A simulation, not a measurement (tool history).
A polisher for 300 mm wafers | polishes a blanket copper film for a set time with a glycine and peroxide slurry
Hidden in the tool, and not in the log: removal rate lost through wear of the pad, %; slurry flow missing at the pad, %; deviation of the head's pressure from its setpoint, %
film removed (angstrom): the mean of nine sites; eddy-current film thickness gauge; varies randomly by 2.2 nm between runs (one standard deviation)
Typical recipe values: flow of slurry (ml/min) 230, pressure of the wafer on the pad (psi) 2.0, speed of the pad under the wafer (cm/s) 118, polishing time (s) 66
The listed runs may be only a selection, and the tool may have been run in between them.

run	day	flow of slurry (ml/min)	pressure of the wafer on the pad (psi)	speed of the pad under the wafer (cm/s)	polishing time (s)	wafers since the last listed run	wafers polished on this pad	hours since the slurry nozzle was cleaned	hours since the head pressure was calibrated	incoming thickness of the incoming film, nm	film removed (angstrom)
1	0.000	230	2.3	118	66	0	2875	583.3	3.3	1242.6	3065
2	3.871	230	2.3	118	66	689	3564	676.2	96.2	1227.8	3051
# day 4.075: slurry nozzle cleaned
3	6.304	180	2.0	118	66	426	3990	53.5	154.6	1227.3	2628
# day 7.321: worn pad replaced by a new one
4	9.967	180	2.0	118	66	622	471	141.4	242.5	1223.7	2858
5	12.404	230	2.0	98	66	434	905	199.9	301.0	1242.1	2536
6	15.462	230	2.0	96	66	544	1450	273.3	374.4	1228.7	2539
# day 19.250: head pressure recalibrated
7	19.742	230	2.0	96	66	747	2197	376.0	11.8	1232.2	2465
8	21.508	230	2.0	96	66	314	2512	418.4	54.2	1242.2	2442
9	25.450	230	2.5	150	66	702	3214	513.0	148.8	1246.8	3995
# day 31.429: worn pad replaced by a new one
# day 34.525: slurry nozzle cleaned
# day 37.767: head pressure recalibrated
10	37.883	230	2.5	150	66	2162	1127	80.6	2.8	1243.1	4015
11	40.158	295	2.0	118	66	405	1532	135.2	57.4	1210.1	2925
12	43.433	230	2.0	118	66	583	2115	213.8	136.0	1234.3	2855
13	46.812	230	2.0	118	66	601	2717	294.9	217.1	1216.1	2857
14	50.721	230	2.0	118	66	696	3414	388.7	310.9	1220.5	2858
15	53.512	230	2.0	118	79	497	3911	455.7	377.9	1237.7	3340
# day 54.079: worn pad replaced by a new one
16	56.825	230	2.0	118	79	560	489	535.2	457.4	1206.2	3633
# day 56.967: head pressure recalibrated
17	60.154	155	2.0	144	44	578	1067	615.1	76.5	1255.0	2096
18	61.962	230	2.0	118	66	322	1389	658.5	119.9	1230.9	2866
# day 62.596: slurry nozzle cleaned
19	63.962	230	2.0	118	73	348	1738	32.8	167.9	1219.9	3209
20	66.771	230	2.0	118	66	500	2238	100.2	235.3	1229.5	2885
21	68.500	180	2.5	86	89	308	2547	141.7	276.8	1245.1	3419
22	71.017	165	2.2	118	66	448	2995	202.1	337.2	1223.6	2913
# day 75.133: worn pad replaced by a new one
23	75.504	230	2.4	118	88	769	65	309.8	444.9	1232.1	4466
# day 75.654: head pressure recalibrated
24	77.871	310	1.4	118	57	406	472	366.6	53.2	1231.6	2084
25	81.158	155	1.7	118	66	585	1058	445.5	132.1	1238.1	2485
26	83.983	230	2.0	118	66	503	1561	513.3	199.9	1234.0	2920
27	87.292	230	2.6	86	66	589	2150	592.7	279.3	1210.6	2700
# day 89.771: slurry nozzle cleaned
28	90.717	250	2.0	98	66	602	2753	22.7	361.5	1236.7	2519
# day 94.150: head pressure recalibrated
29	94.633	230	2.0	118	66	682	3436	116.7	11.6	1247.6	2753
30	97.458	230	2.0	96	66	503	3939	184.5	79.4	1241.8	2388
# day 97.775: worn pad replaced by a new one
31	101.642	230	2.5	150	66	715	688	284.9	179.8	1238.8	4092
32	106.558	230	2.0	130	66	875	1564	402.9	297.8	1227.0	3137

Below, some changes in film removed (angstrom) between adjacent runs. For each, the amount present without the hidden state too (settings, incoming material, random variation) and the amount remaining for the hidden state with gauge scatter not shared by both compared results:
Run 3 -> 4: worn pad replaced by a new one. film removed (angstrom) +230: hidden state +178, all else +52.
Run 8 -> 9: pressure of the wafer on the pad (psi) 2.0 -> 2.5, speed of the pad under the wafer (cm/s) 96 -> 150. film removed (angstrom) +1553: hidden state -37, all else +1590.
Run 15 -> 16: worn pad replaced by a new one. film removed (angstrom) +293: hidden state +192, all else +101.
Run 22 -> 23: flow of slurry (ml/min) 165 -> 230, pressure of the wafer on the pad (psi) 2.2 -> 2.4, polishing time (s) 66 -> 88, worn pad replaced by a new one. film removed (angstrom) +1553: hidden state +157, all else +1396.
Run 23 -> 24: flow of slurry (ml/min) 230 -> 310, pressure of the wafer on the pad (psi) 2.4 -> 1.4, polishing time (s) 88 -> 57, head pressure recalibrated. film removed (angstrom) -2382: hidden state -130, all else -2252.
Run 30 -> 31: pressure of the wafer on the pad (psi) 2.0 -> 2.5, speed of the pad under the wafer (cm/s) 96 -> 150, worn pad replaced by a new one. film removed (angstrom) +1704: hidden state +124, all else +1580.
